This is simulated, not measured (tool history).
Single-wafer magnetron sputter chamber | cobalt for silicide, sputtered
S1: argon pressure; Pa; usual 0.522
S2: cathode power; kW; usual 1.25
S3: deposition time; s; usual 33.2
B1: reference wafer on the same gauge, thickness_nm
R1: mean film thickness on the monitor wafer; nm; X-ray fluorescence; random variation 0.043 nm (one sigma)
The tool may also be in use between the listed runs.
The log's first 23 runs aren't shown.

Run 24, hour 255.4: usual settings but S1 0.329 Pa, S2 1.15 kW; B1 16.301. Result: R1 20.407 nm.
Run 25, hour 267: usual settings but S2 1.15 kW, S3 38.7 s; B1 16.306. Result: R1 22.482 nm.
Run 26, hour 276.4: usual settings but S3 35 s; B1 16.302. Result: R1 21.492 nm.
Run 27, hour 292.6: usual settings but S1 0.367 Pa, S2 1.05 kW, S3 37.1 s; B1 16.315. Result: R1 21.244 nm.
Run 28, hour 307.6: usual settings but S1 0.694 Pa, S2 1.4 kW, S3 34.9 s; B1 16.301. Result: R1 22.011 nm.
Run 29, hour 317: usual settings but S1 0.594 Pa, S2 1.55 kW; B1 16.295. Result: R1 23.249 nm.
Run 30, hour 334.2: usual settings; B1 16.305. Result: R1 20.349 nm.
Run 31, hour 345.2: usual settings but S1 0.646 Pa, S2 1.4 kW, S3 29.3 s; B1 16.292. Result: R1 18.746 nm.
Run 32, hour 356.7: usual settings but S1 0.32 Pa, S2 1.05 kW, S3 36 s; B1 16.288. Result: R1 20.823 nm.
Run 33, hour 364.5: usual settings; B1 16.304. Result: R1 20.383 nm.
Run 34, hour 373.4: usual settings but S1 0.349 Pa, S2 1.45 kW, S3 38.9 s; B1 16.307. Result: R1 27.829 nm.
Run 35, hour 379.9: usual settings but S1 0.467 Pa, S2 1.05 kW, S3 27.1 s; B1 16.302. Result: R1 15.035 nm.

4 ways to go on from here, each from the tool as it stands after run 35. What would each give?
Run A, hour 380.3: usual settings; B1 ?. Result: R1 ?.
Run B, hour 380.3: usual settings but S1 0.423 Pa, S2 1.05 kW; B1 ?. Result: R1 ?.
Run C, hour 380.3: usual settings but S2 1 kW, S3 37.3 s; B1 ?. Result: R1 ?.
Run D, hour 380.3: usual settings but S1 0.35 Pa; B1 ?. Result: R1 ?.

run      B1      R1
  A  16.295  20.326
  B  16.295  18.609
  C  16.295   19.68
  D  16.295  21.378
Without the tool's hidden state the same runs would have given:
run      R1
  A  20.326
  B  18.609
  C   19.68
  D  21.378

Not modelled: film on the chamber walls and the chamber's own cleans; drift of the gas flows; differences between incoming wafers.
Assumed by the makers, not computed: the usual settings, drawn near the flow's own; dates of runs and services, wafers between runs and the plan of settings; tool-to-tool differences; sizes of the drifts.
